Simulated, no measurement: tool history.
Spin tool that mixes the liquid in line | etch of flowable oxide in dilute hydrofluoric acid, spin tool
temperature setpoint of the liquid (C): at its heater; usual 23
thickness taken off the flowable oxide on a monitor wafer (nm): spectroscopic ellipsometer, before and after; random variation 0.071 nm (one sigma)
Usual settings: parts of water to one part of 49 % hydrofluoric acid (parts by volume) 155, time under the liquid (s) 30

run	hour	temperature setpoint of the liquid (C)	parts of water to one part of 49 % hydrofluoric acid (parts by volume)	time under the liquid (s)	wafers since the last listed run	hours since the thermometer was replaced	hours since the hydrofluoric acid flow meter was replaced	hours since the gauge calibration	read-back film thickness of the flowable oxide reference wafer, read on the same gauge (nm)	thickness taken off the flowable oxide on a monitor wafer (nm)
1	0	23	155	30	0	9.2	694.5	403	39.98	7.63
# hour 0.9: gauge calibrated
2	16.4	23	155	45	368	25.6	710.9	15.5	40.01	11.5
3	26.4	23	155	45	224	35.6	720.9	25.5	40.01	11.72
4	41.4	23	155	30	337	50.6	735.9	40.5	39.99	7.66
5	49.9	23	155	30	191	59.1	744.4	49	40	7.8
6	60.8	23	155	30	245	70	755.3	59.9	40	7.85
7	68.1	23	155	30	164	77.3	762.6	67.2	40	7.68
# hour 75.3: hydrofluoric acid flow meter replaced
8	85.5	23	155	30	368	94.7	10.2	84.6	39.98	7.59
9	103.5	23	155	30	404	112.7	28.2	102.6	39.99	7.87
10	113.8	23	155	30	231	123	38.5	112.9	40	7.64
11	126.6	23	155	30	287	135.8	51.3	125.7	39.99	7.75
12	142.8	23	155	30	364	152	67.5	141.9	40	7.7
13	150.1	26	200	30	164	159.3	74.8	149.2	40.01	6.44
14	166.2	20.5	155	15	361	175.4	90.9	165.3	40.01	3.6
15	173.4	20.5	155	40	161	182.6	98.1	172.5	40.01	9.29
16	185.8	19	200	15	278	195	110.5	184.9	39.98	2.46

Run 17 comes next. What will it give?
17	193.5	23	120	30	173	202.7	118.2	192.6	?	?

Run 17 gave read-back film thickness of the flowable oxide reference wafer, read on the same gauge (nm) 40, thickness taken off the flowable oxide on a monitor wafer (nm) 10.41.
Without the tool's hidden state the same run would have given thickness taken off the flowable oxide on a monitor wafer (nm) 10.24.
